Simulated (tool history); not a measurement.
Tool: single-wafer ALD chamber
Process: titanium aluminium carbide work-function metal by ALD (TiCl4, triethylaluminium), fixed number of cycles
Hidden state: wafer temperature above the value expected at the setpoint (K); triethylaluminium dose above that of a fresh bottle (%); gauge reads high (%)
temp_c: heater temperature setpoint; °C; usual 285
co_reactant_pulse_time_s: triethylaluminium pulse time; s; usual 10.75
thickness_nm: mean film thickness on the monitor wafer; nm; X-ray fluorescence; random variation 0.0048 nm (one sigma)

run   hour  temp_c  co_reactant_pulse_time_s  wafers since the last listed run  hours since the last thermocouple change  hours since the last triethylaluminium bottle change  hours since the showerhead was replaced  hours since the gauge calibration  read-back reference wafer on the same gauge, thickness_nm  thickness_nm
  1      0     295                      9.38                                 0                                      1481                                                 798.7                                   3717.4                               57.1                                                      1.619         1.858
  2     12     295                      9.38                               141                                      1493                                                 810.7                                   3729.4                               69.1                                                      1.621         1.854
  3   32.8     295                      9.38                               244                                    1513.8                                                 831.5                                   3750.2                               89.9                                                       1.62         1.854
  4   62.5     285                     12.82                               349                                    1543.5                                                 861.2                                   3779.9                              119.6                                                      1.621         1.883
  5     89     285                     12.82                               311                                      1570                                                 887.7                                   3806.4                              146.1                                                      1.621         1.888
  6  109.8     285                     12.82                               244                                    1590.8                                                 908.5                                   3827.2                              166.9                                                       1.62         1.895
  7  125.1     285                     10.75                               179                                    1606.1                                                 923.8                                   3842.5                              182.2                                                       1.62         1.834
  8  138.4     291                     10.75                               156                                    1619.4                                                 937.1                                   3855.8                              195.5                                                       1.62         1.886
  9    151     291                     10.75                               148                                      1632                                                 949.7                                   3868.4                              208.1                                                      1.619         1.881
 10  170.6     275                     11.77                               230                                    1651.6                                                 969.3                                     3888                              227.7                                                      1.619         1.786
 11  183.4     275                     11.77                               150                                    1664.4                                                 982.1                                   3900.8                              240.5                                                      1.621         1.794
 12  203.2     285                     13.67                               232                                    1684.2                                                1001.9                                   3920.6                              260.3                                                      1.619         1.893
 13  217.2     285                     13.67                               164                                    1698.2                                                1015.9                                   3934.6                              274.3                                                      1.621         1.895
 14  234.3     285                     13.67                               201                                    1715.3                                                  1033                                   3951.7                              291.4                                                       1.62         1.894
 15  248.6     272                      9.62                               168                                    1729.6                                                1047.3                                     3966                              305.7                                                       1.62         1.686
     274.8  -- thermocouple changed; heater temperature recalibrated
 16  275.3     285                      9.12                               219                                       0.5                                                  1074                                   3992.7                              332.4                                                      1.618         1.778
 17  282.8     271                     10.75                                88                                         8                                                1081.5                                   4000.2                              339.9                                                      1.621         1.765
 18    318     295                      9.38                               414                                      43.2                                                1116.7                                   4035.4                              375.1                                                      1.621         1.862
 19  333.5     272                     15.02                               182                                      58.7                                                1132.2                                   4050.9                              390.6                                                       1.62         1.824
     380.1  -- triethylaluminium bottle replaced
     401.1  -- showerhead replaced
 20  403.2     298                      9.57                               631                                     128.4                                                  23.1                                      2.1                              460.3                                                      1.619         1.945
 21  425.3     285                      9.12                               259                                     150.5                                                  45.2                                     24.2                              482.4                                                       1.62         1.813
     437.1  -- gauge calibrated
 22  454.5     291                     10.75                               343                                     179.7                                                  74.4                                     53.4                               17.4                                                      1.622         1.943
 23  470.4     295                     13.63                               187                                     195.6                                                  90.3                                     69.3                               33.3                                                       1.62         2.004
 24  494.3     285                     10.75                               281                                     219.5                                                 114.2                                     93.2                               57.2                                                      1.619         1.889
 25  518.5     285                     10.75                               284                                     243.7                                                 138.4                                    117.4                               81.4                                                       1.62         1.889
 26  549.9     285                     10.75                               369                                     275.1                                                 169.8                                    148.8                              112.8                                                       1.62         1.877
 27  561.9     273                     14.94                               141                                     287.1                                                 181.8                                    160.8                              124.8                                                      1.621         1.836
 28  584.5     300                      9.45                               265                                     309.7                                                 204.4                                    183.4                              147.4                                                       1.62         1.942
 29  600.3     280                     10.75                               185                                     325.5                                                 220.2                                    199.2                              163.2                                                       1.62         1.848

3 ways to go on from here, each from the tool as it stands after run 29. What would each give?
  A  600.7     285                     10.75                                 4                                     325.9                                                 220.6                                    199.6                              163.6                                                          ?             ?
  B  600.7     278                      6.95                                 4                                     325.9                                                 220.6                                    199.6                              163.6                                                          ?             ?
  C  600.7     285                      6.78                                 4                                     325.9                                                 220.6                                    199.6                              163.6                                                          ?             ?

run  read-back reference wafer on the same gauge, thickness_nm  thickness_nm
  A                                                      1.622         1.883
  B                                                      1.622          1.48
  C                                                      1.622         1.483
Without the tool's hidden state the same runs would have given:
run  thickness_nm
  A         1.913
  B         1.513
  C         1.517
